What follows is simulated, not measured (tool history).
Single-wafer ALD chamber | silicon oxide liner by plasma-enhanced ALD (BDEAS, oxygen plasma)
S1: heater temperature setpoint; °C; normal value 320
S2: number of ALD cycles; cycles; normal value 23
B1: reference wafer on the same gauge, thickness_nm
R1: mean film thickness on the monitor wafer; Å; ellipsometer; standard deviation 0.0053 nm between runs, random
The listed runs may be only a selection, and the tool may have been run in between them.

run 1 hour=0.0 | S1=320 S2=23 | B1=2.279 | R1=21.34
run 2 hour=59.8 | S1=320 S2=21 | B1=2.278 | R1=19.43
run 3 hour=135.0 | S1=320 S2=21 | B1=2.279 | R1=19.37
run 4 hour=230.9 | S1=320 S2=21 | B1=2.279 | R1=19.38
run 5 hour=279.8 | S1=320 S2=23 | B1=2.280 | R1=21.32
run 6 hour=343.7 | S1=313 S2=23 | B1=2.280 | R1=21.57
run 7 hour=439.9 | S1=313 S2=23 | B1=2.281 | R1=21.43
run 8 hour=482.1 | S1=320 S2=23 | B1=2.280 | R1=21.17
run 9 hour=572.7 | S1=320 S2=23 | B1=2.279 | R1=21.28
run 10 hour=669.0 | S1=320 S2=23 | B1=2.279 | R1=21.25
run 11 hour=740.5 | S1=320 S2=23 | B1=2.279 | R1=21.26
run 12 hour=844.7 | S1=320 S2=23 | B1=2.280 | R1=21.18
run 13 hour=902.6 | S1=320 S2=23 | B1=2.281 | R1=21.19
run 14 hour=971.6 | S1=320 S2=23 | B1=2.279 | R1=21.19
run 15 hour=1058.2 | S1=320 S2=23 | B1=2.279 | R1=21.26
run 16 hour=1139.5 | S1=320 S2=23 | B1=2.279 | R1=21.17
run 17 hour=1223.0 | S1=320 S2=25 | B1=2.280 | R1=23.06
run 18 hour=1268.5 | S1=320 S2=25 | B1=2.279 | R1=23.02
-- hour=1336.3 thermocouple changed; heater temperature recalibrated
run 19 hour=1347.4 | S1=320 S2=25 | B1=2.280 | R1=23.21
run 20 hour=1440.3 | S1=320 S2=23 | B1=2.281 | R1=21.36
run 21 hour=1545.7 | S1=320 S2=23 | B1=2.278 | R1=21.35
run 22 hour=1601.1 | S1=320 S2=23 | B1=2.281 | R1=21.37
run 23 hour=1654.4 | S1=320 S2=23 | B1=2.281 | R1=21.36
run 24 hour=1748.8 | S1=330 S2=20 | B1=2.279 | R1=18.20
run 25 hour=1833.5 | S1=320 S2=23 | B1=2.280 | R1=21.29
run 26 hour=1923.6 | S1=320 S2=23 | B1=2.281 | R1=21.29
run 27 hour=1980.4 | S1=315 S2=20 | B1=2.279 | R1=18.78
-- hour=2024.5 gauge calibrated
run 28 hour=2025.5 | S1=330 S2=20 | B1=2.279 | R1=18.20
run 29 hour=2068.2 | S1=310 S2=26 | B1=2.278 | R1=24.45
run 30 hour=2123.6 | S1=308 S2=25 | B1=2.280 | R1=23.60
run 31 hour=2173.3 | S1=331 S2=19 | B1=2.281 | R1=17.33
run 32 hour=2227.5 | S1=306 S2=27 | B1=2.279 | R1=25.65
run 33 hour=2265.1 | S1=332 S2=20 | B1=2.280 | R1=18.19
run 34 hour=2359.3 | S1=334 S2=19 | B1=2.279 | R1=17.13
run 35 hour=2446.6 | S1=335 S2=26 | B1=2.280 | R1=23.48
run 36 hour=2529.7 | S1=316 S2=26 | B1=2.280 | R1=24.16
run 37 hour=2595.0 | S1=312 S2=27 | B1=2.279 | R1=25.25
run 38 hour=2691.7 | S1=314 S2=20 | B1=2.282 | R1=18.59
run 39 hour=2784.2 | S1=333 S2=21 | B1=2.279 | R1=18.90
run 40 hour=2843.8 | S1=329 S2=23 | B1=2.280 | R1=21.00
run 41 hour=2936.8 | S1=320 S2=23 | B1=2.281 | R1=21.23
run 42 hour=3012.5 | S1=327 S2=19 | B1=2.280 | R1=17.32
run 43 hour=3116.4 | S1=320 S2=23 | B1=2.281 | R1=21.27
run 44 hour=3215.0 | S1=327 S2=23 | B1=2.280 | R1=20.90
run 45 hour=3256.4 | S1=335 S2=27 | B1=2.280 | R1=24.30
run 46 hour=3327.7 | S1=320 S2=26 | B1=2.281 | R1=23.91
run 47 hour=3427.3 | S1=334 S2=23 | B1=2.281 | R1=20.80

Predict each of these 4 candidate next runs independently; none follows another, all start after run 47:
run A hour=3427.7 | S1=320 S2=23 | B1=? | R1=?
run B hour=3427.7 | S1=314 S2=22 | B1=? | R1=?
run C hour=3427.7 | S1=308 S2=23 | B1=? | R1=?
run D hour=3427.7 | S1=329 S2=25 | B1=? | R1=?

run=A B1=2.279 R1=21.34
run=B B1=2.279 R1=20.61
run=C B1=2.279 R1=21.76
run=D B1=2.279 R1=22.85
Take away the tool's hidden state, keep each run's random variation, and the runs would have read:
run=A R1=21.48
run=B R1=20.75
run=C R1=21.90
run=D R1=23.01
